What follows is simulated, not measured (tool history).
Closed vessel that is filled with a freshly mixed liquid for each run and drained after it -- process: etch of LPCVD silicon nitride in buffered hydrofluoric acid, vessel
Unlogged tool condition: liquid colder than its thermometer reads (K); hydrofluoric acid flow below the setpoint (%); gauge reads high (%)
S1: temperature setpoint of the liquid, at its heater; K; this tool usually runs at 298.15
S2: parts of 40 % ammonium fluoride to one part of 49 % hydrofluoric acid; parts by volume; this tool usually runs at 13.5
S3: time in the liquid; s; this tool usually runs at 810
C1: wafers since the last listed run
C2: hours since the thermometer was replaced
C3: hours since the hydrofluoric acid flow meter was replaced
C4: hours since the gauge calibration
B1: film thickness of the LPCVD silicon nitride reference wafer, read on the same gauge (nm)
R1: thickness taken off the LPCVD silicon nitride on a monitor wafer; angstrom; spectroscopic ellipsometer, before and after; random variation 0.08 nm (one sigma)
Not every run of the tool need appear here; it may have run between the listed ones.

| run | hour | S1 | S2 | S3 | C1 | C2 | C3 | C4 | B1 | R1 |
|---|---|---|---|---|---|---|---|---|---|---|
| 1 | 0 | 298.15 | 13.5 | 810 | 0 | 1319.1 | 233.8 | 1548.2 | 110 | 84.3 |
| 2 | 57.2 | 298.15 | 13.5 | 810 | 3596 | 1376.3 | 291 | 1605.4 | 110 | 84.5 |
| 3 | 138 | 298.15 | 13.5 | 810 | 5080 | 1457.1 | 371.8 | 1686.2 | 109.98 | 84.5 |
| 4 | 238 | 298.15 | 13.5 | 975 | 6288 | 1557.1 | 471.8 | 1786.2 | 110 | 99.6 |
|  | 247.5 | hydrofluoric acid flow meter replaced |
| 5 | 317.3 | 298.15 | 13.5 | 1110 | 4923 | 1636.4 | 69.8 | 1865.5 | 110.01 | 115.9 |
| 6 | 416.2 | 298.15 | 13.5 | 1110 | 6218 | 1735.3 | 168.7 | 1964.4 | 109.98 | 113.7 |
| 7 | 497.3 | 298.15 | 11 | 810 | 5099 | 1816.4 | 249.8 | 2045.5 | 110 | 100.8 |
| 8 | 588.4 | 298.15 | 11 | 810 | 5728 | 1907.5 | 340.9 | 2136.6 | 110 | 99.8 |
| 9 | 647.8 | 298.15 | 13.5 | 810 | 3735 | 1966.9 | 400.3 | 2196 | 110 | 82.4 |
| 10 | 726.4 | 298.15 | 13.5 | 810 | 4942 | 2045.5 | 478.9 | 2274.6 | 110 | 82 |
| 11 | 773.6 | 297.15 | 13.5 | 810 | 2967 | 2092.7 | 526.1 | 2321.8 | 110 | 77.1 |
|  | 794.4 | hydrofluoric acid flow meter replaced |
| 12 | 840.9 | 297.15 | 13.5 | 810 | 4168 | 2160 | 46.5 | 2389.1 | 110.01 | 77.1 |
| 13 | 923.2 | 298.15 | 13.5 | 810 | 5175 | 2242.3 | 128.8 | 2471.4 | 110 | 80.5 |
|  | 1002.4 | thermometer replaced |
| 14 | 1020.6 | 298.15 | 13.5 | 810 | 6061 | 18.2 | 226.2 | 2568.8 | 109.97 | 91 |
|  | 1038.5 | gauge calibrated |
| 15 | 1106.7 | 298.15 | 13.5 | 810 | 5414 | 104.3 | 312.3 | 68.2 | 110.01 | 90.3 |
| 16 | 1155.9 | 298.15 | 15 | 485 | 3093 | 153.5 | 361.5 | 117.4 | 109.99 | 47.4 |
| 17 | 1211 | 298.15 | 10 | 810 | 3464 | 208.6 | 416.6 | 172.5 | 110.01 | 118.8 |
| 18 | 1274 | 298.15 | 13.5 | 810 | 3961 | 271.6 | 479.6 | 235.5 | 110.01 | 89.8 |
| 19 | 1328.2 | 295.15 | 10 | 1070 | 3408 | 325.8 | 533.8 | 289.7 | 110.01 | 132.2 |
|  | 1384.2 | hydrofluoric acid flow meter replaced |
| 20 | 1427.7 | 298.15 | 11 | 1075 | 6193 | 425.3 | 43.5 | 389.2 | 110.01 | 143.9 |
| 21 | 1487.9 | 301.65 | 13.5 | 415 | 3785 | 485.5 | 103.7 | 449.4 | 109.98 | 54.1 |
| 22 | 1575.9 | 300.65 | 18.5 | 810 | 5533 | 573.5 | 191.7 | 537.4 | 110.01 | 72.1 |
| 23 | 1661.6 | 298.15 | 18.5 | 995 | 5388 | 659.2 | 277.4 | 623.1 | 109.99 | 79.6 |
| 24 | 1769.5 | 301.15 | 13.5 | 1095 | 6784 | 767.1 | 385.3 | 731 | 110 | 138.7 |
|  | 1836.3 | hydrofluoric acid flow meter replaced |
| 25 | 1867.5 | 298.15 | 13.5 | 810 | 6099 | 865.1 | 31.2 | 829 | 110.01 | 86 |
| 26 | 1931.1 | 301.65 | 18 | 405 | 3999 | 928.7 | 94.8 | 892.6 | 110 | 39.1 |
| 27 | 1990.5 | 298.15 | 18 | 1215 | 3735 | 988.1 | 154.2 | 952 | 109.98 | 97.2 |
| 28 | 2035.4 | 300.15 | 13.5 | 810 | 2823 | 1033 | 199.1 | 996.9 | 110.01 | 95.2 |
| 29 | 2082.3 | 298.15 | 18 | 490 | 2949 | 1079.9 | 246 | 1043.8 | 110 | 39 |
| 30 | 2144.2 | 301.15 | 13.5 | 1095 | 3892 | 1141.8 | 307.9 | 1105.7 | 109.99 | 136.2 |
| 31 | 2195.5 | 298.15 | 13.5 | 810 | 3225 | 1193.1 | 359.2 | 1157 | 110.02 | 83.7 |
| 32 | 2253 | 302.65 | 11.5 | 1125 | 3615 | 1250.6 | 416.7 | 1214.5 | 110 | 173.1 |

Forecast each of these 4 alternatives for the next run:
| A | 2253.9 | 298.15 | 12 | 810 | 56 | 1251.5 | 417.6 | 1215.4 | ? | ? |
| B | 2253.9 | 298.15 | 13.5 | 1290 | 56 | 1251.5 | 417.6 | 1215.4 | ? | ? |
| C | 2253.9 | 298.15 | 18.5 | 810 | 56 | 1251.5 | 417.6 | 1215.4 | ? | ? |
| D | 2253.9 | 295.65 | 13.5 | 810 | 56 | 1251.5 | 417.6 | 1215.4 | ? | ? |

| run | B1 | R1 |
|---|---|---|
| A | 110.02 | 93.6 |
| B | 110.02 | 132.9 |
| C | 110.02 | 61.2 |
| D | 110.02 | 72.7 |
Without the tool's hidden state the same runs would have given:
| run | R1 |
|---|---|
| A | 99.7 |
| B | 141.5 |
| C | 65.2 |
| D | 77.5 |

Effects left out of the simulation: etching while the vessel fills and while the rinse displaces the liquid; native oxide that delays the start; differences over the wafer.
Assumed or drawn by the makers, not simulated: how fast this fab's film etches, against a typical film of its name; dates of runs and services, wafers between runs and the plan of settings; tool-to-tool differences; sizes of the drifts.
